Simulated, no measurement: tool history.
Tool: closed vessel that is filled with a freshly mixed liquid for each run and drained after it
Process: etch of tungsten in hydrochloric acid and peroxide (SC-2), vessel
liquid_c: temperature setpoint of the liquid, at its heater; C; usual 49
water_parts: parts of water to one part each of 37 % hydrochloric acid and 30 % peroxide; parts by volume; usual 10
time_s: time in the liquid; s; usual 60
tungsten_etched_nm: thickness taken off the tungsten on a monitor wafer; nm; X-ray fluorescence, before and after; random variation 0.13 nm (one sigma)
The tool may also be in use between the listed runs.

run   hour  liquid_c  water_parts  time_s  read-back film thickness of the tungsten reference wafer, read on the same gauge (nm)  tungsten_etched_nm
  1      0        49           10      40                                                                                     60                8.18
  2   13.3        49            8      60                                                                                     60                14.6
  3   58.6        49            8      60                                                                                     60               14.66
  4   64.9        49           10      60                                                                                  59.98               12.22
      88.1  -- thermometer replaced
  5   91.8        49           10      60                                                                                     60                13.4
  6  106.9        49           10      60                                                                                  60.03               13.77
  7  123.5        49           10      60                                                                                  59.99               13.51
  8  136.4        49           10      60                                                                                  60.03               13.63
     138.3  -- new drum of peroxide connected
  9  145.2        49           10      60                                                                                     60               13.42
 10  154.2      55.5           12      30                                                                                  60.01                8.76
     156.6  -- gauge calibrated
 11  167.4      58.5          8.5      35                                                                                     60               16.78
     179.1  -- chemicals flow meter replaced
 12  184.7        49           10      30                                                                                  59.98                6.68
 13  193.6        49           10      30                                                                                  60.02                6.59
 14  210.5      54.5         13.5      35                                                                                  59.98                8.76
 15  217.2      39.5         12.5      35                                                                                  59.99                3.29
 16  225.6      39.5          6.5      70                                                                                  60.01               11.33
 17  232.2        49           10      60                                                                                  59.99               13.15

4 ways to go on from here, each from the tool as it stands after run 17. What would each give?
  A  232.9        49           10      70                                                                                      ?                   ?
  B  232.9      52.5           10      60                                                                                      ?                   ?
  C  232.9        49           10      45                                                                                      ?                   ?
  D  232.9        43          6.5      35                                                                                      ?                   ?

run  read-back film thickness of the tungsten reference wafer, read on the same gauge (nm)  tungsten_etched_nm
  A                                                                                  60.03               15.52
  B                                                                                  60.03                16.8
  C                                                                                  60.03                9.98
  D                                                                                  60.03                7.26
Without the tool's hidden state the same runs would have given:
run  tungsten_etched_nm
  A               16.26
  B               17.58
  C               10.45
  D                7.61

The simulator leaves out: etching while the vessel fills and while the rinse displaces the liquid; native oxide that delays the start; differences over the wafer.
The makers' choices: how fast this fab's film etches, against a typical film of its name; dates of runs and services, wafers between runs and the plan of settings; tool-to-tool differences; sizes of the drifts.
